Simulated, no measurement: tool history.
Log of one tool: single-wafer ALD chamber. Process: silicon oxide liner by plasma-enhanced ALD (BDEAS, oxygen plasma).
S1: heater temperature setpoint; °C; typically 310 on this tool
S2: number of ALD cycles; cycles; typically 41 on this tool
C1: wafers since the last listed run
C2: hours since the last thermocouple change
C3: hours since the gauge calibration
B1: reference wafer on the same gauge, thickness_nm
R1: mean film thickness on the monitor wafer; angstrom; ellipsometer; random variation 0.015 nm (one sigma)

{"run": 1, "hour": 0.0, "S1": 319, "S2": 43, "C1": 0, "C2": 660, "C3": 745.8, "B1": 3.551, "R1": 34.51}
{"run": 2, "hour": 78.9, "S1": 310, "S2": 41, "C1": 680, "C2": 738.9, "C3": 824.7, "B1": 3.55, "R1": 33.34}
{"run": 3, "hour": 146.7, "S1": 310, "S2": 41, "C1": 584, "C2": 806.7, "C3": 892.5, "B1": 3.551, "R1": 32.99}
{"run": 4, "hour": 243.5, "S1": 310, "S2": 41, "C1": 834, "C2": 903.5, "C3": 989.3, "B1": 3.554, "R1": 33.12}
{"run": 5, "hour": 348.9, "S1": 310, "S2": 41, "C1": 908, "C2": 1008.9, "C3": 1094.7, "B1": 3.551, "R1": 33.14}
{"run": 6, "hour": 421.3, "S1": 310, "S2": 41, "C1": 624, "C2": 1081.3, "C3": 1167.1, "B1": 3.544, "R1": 33.25}
{"run": 7, "hour": 467.7, "S1": 310, "S2": 41, "C1": 400, "C2": 1127.7, "C3": 1213.5, "B1": 3.551, "R1": 33.34}
{"run": 8, "hour": 556.9, "S1": 310, "S2": 41, "C1": 769, "C2": 1216.9, "C3": 1302.7, "B1": 3.551, "R1": 32.98}
{"run": 9, "hour": 866.4, "S1": 310, "S2": 41, "C1": 2668, "C2": 1526.4, "C3": 1612.2, "B1": 3.55, "R1": 33.18}
{"run": 10, "hour": 971.5, "S1": 310, "S2": 41, "C1": 906, "C2": 1631.5, "C3": 1717.3, "B1": 3.549, "R1": 33.29}
{"run": 11, "hour": 1058.9, "S1": 310, "S2": 41, "C1": 753, "C2": 1718.9, "C3": 1804.7, "B1": 3.546, "R1": 33}
{"run": 12, "hour": 1156.1, "S1": 306, "S2": 41, "C1": 838, "C2": 1816.1, "C3": 1901.9, "B1": 3.544, "R1": 33.34}
{"hour": 1226.9, "done": "gauge calibrated"}
{"run": 13, "hour": 1251.1, "S1": 306, "S2": 41, "C1": 819, "C2": 1911.1, "C3": 24.2, "B1": 3.549, "R1": 33.57}
{"run": 14, "hour": 1326.7, "S1": 307, "S2": 46, "C1": 651, "C2": 1986.7, "C3": 99.8, "B1": 3.55, "R1": 37.03}
{"run": 15, "hour": 1403.4, "S1": 310, "S2": 47, "C1": 661, "C2": 2063.4, "C3": 176.5, "B1": 3.549, "R1": 38.1}
{"run": 16, "hour": 1448.1, "S1": 310, "S2": 47, "C1": 385, "C2": 2108.1, "C3": 221.2, "B1": 3.547, "R1": 37.84}
{"run": 17, "hour": 1541.8, "S1": 310, "S2": 47, "C1": 807, "C2": 2201.8, "C3": 314.9, "B1": 3.547, "R1": 37.96}
{"run": 18, "hour": 1584.7, "S1": 304, "S2": 43, "C1": 369, "C2": 2244.7, "C3": 357.8, "B1": 3.554, "R1": 35.1}
{"run": 19, "hour": 1691.4, "S1": 304, "S2": 43, "C1": 919, "C2": 2351.4, "C3": 464.5, "B1": 3.544, "R1": 35.02}
{"run": 20, "hour": 1774.7, "S1": 304, "S2": 43, "C1": 718, "C2": 2434.7, "C3": 547.8, "B1": 3.555, "R1": 35.23}
{"run": 21, "hour": 1845.7, "S1": 310, "S2": 41, "C1": 612, "C2": 2505.7, "C3": 618.8, "B1": 3.552, "R1": 33.07}
{"run": 22, "hour": 1919.1, "S1": 310, "S2": 41, "C1": 632, "C2": 2579.1, "C3": 692.2, "B1": 3.552, "R1": 33.02}
{"run": 23, "hour": 1966.9, "S1": 310, "S2": 41, "C1": 412, "C2": 2626.9, "C3": 740, "B1": 3.544, "R1": 32.89}
{"run": 24, "hour": 2003.2, "S1": 300, "S2": 43, "C1": 312, "C2": 2663.2, "C3": 776.3, "B1": 3.547, "R1": 35.26}
{"run": 25, "hour": 2062.2, "S1": 310, "S2": 41, "C1": 508, "C2": 2722.2, "C3": 835.3, "B1": 3.55, "R1": 33.15}
{"run": 26, "hour": 2133.6, "S1": 317, "S2": 38, "C1": 615, "C2": 2793.6, "C3": 906.7, "B1": 3.547, "R1": 30.19}
{"hour": 2159.2, "done": "thermocouple changed; heater temperature recalibrated"}
{"run": 27, "hour": 2192.1, "S1": 315, "S2": 44, "C1": 435, "C2": 32.9, "C3": 965.2, "B1": 3.55, "R1": 35.23}
{"run": 28, "hour": 2235.9, "S1": 310, "S2": 41, "C1": 377, "C2": 76.7, "C3": 1009, "B1": 3.548, "R1": 33.28}
{"run": 29, "hour": 2322.2, "S1": 310, "S2": 44, "C1": 744, "C2": 163, "C3": 1095.3, "B1": 3.544, "R1": 35.33}
{"run": 30, "hour": 2372.9, "S1": 310, "S2": 41, "C1": 437, "C2": 213.7, "C3": 1146, "B1": 3.548, "R1": 33.18}
{"run": 31, "hour": 2442.7, "S1": 310, "S2": 41, "C1": 601, "C2": 283.5, "C3": 1215.8, "B1": 3.549, "R1": 33.15}
{"run": 32, "hour": 2535.3, "S1": 300, "S2": 33, "C1": 798, "C2": 376.1, "C3": 1308.4, "B1": 3.551, "R1": 27.12}
{"run": 33, "hour": 2594.7, "S1": 320, "S2": 49, "C1": 512, "C2": 435.5, "C3": 1367.8, "B1": 3.549, "R1": 39.34}
{"run": 34, "hour": 2916.9, "S1": 310, "S2": 34, "C1": 2778, "C2": 757.7, "C3": 1690, "B1": 3.551, "R1": 27.49}
{"run": 35, "hour": 2973.8, "S1": 318, "S2": 44, "C1": 490, "C2": 814.6, "C3": 1746.9, "B1": 3.548, "R1": 35.1}
{"run": 36, "hour": 3046.7, "S1": 324, "S2": 37, "C1": 628, "C2": 887.5, "C3": 1819.8, "B1": 3.553, "R1": 29.25}
{"run": 37, "hour": 3150.7, "S1": 321, "S2": 48, "C1": 896, "C2": 991.5, "C3": 1923.8, "B1": 3.554, "R1": 38.31}
{"run": 38, "hour": 3231.2, "S1": 318, "S2": 44, "C1": 694, "C2": 1072, "C3": 2004.3, "B1": 3.549, "R1": 35.03}
{"run": 39, "hour": 3311.1, "S1": 323, "S2": 41, "C1": 688, "C2": 1151.9, "C3": 2084.2, "B1": 3.547, "R1": 32.65}
{"run": 40, "hour": 3363.5, "S1": 316, "S2": 37, "C1": 451, "C2": 1204.3, "C3": 2136.6, "B1": 3.549, "R1": 29.59}
{"run": 41, "hour": 3423.3, "S1": 302, "S2": 46, "C1": 515, "C2": 1264.1, "C3": 2196.4, "B1": 3.553, "R1": 37.83}
{"run": 42, "hour": 3503.0, "S1": 310, "S2": 41, "C1": 687, "C2": 1343.8, "C3": 2276.1, "B1": 3.554, "R1": 33.31}
{"run": 43, "hour": 3595.7, "S1": 302, "S2": 41, "C1": 799, "C2": 1436.5, "C3": 2368.8, "B1": 3.549, "R1": 33.73}
{"run": 44, "hour": 3676.1, "S1": 314, "S2": 41, "C1": 693, "C2": 1516.9, "C3": 2449.2, "B1": 3.548, "R1": 32.8}
{"hour": 3712.0, "done": "gauge calibrated"}
{"run": 45, "hour": 3742.6, "S1": 310, "S2": 41, "C1": 573, "C2": 1583.4, "C3": 30.6, "B1": 3.547, "R1": 33.15}
{"run": 46, "hour": 3793.5, "S1": 310, "S2": 33, "C1": 438, "C2": 1634.3, "C3": 81.5, "B1": 3.547, "R1": 26.59}

Run-by-run hidden state of the tool:
wafer temperature above the value expected at the setpoint (K): 0 across all the runs
gauge reads high (%): 0 across all the runs
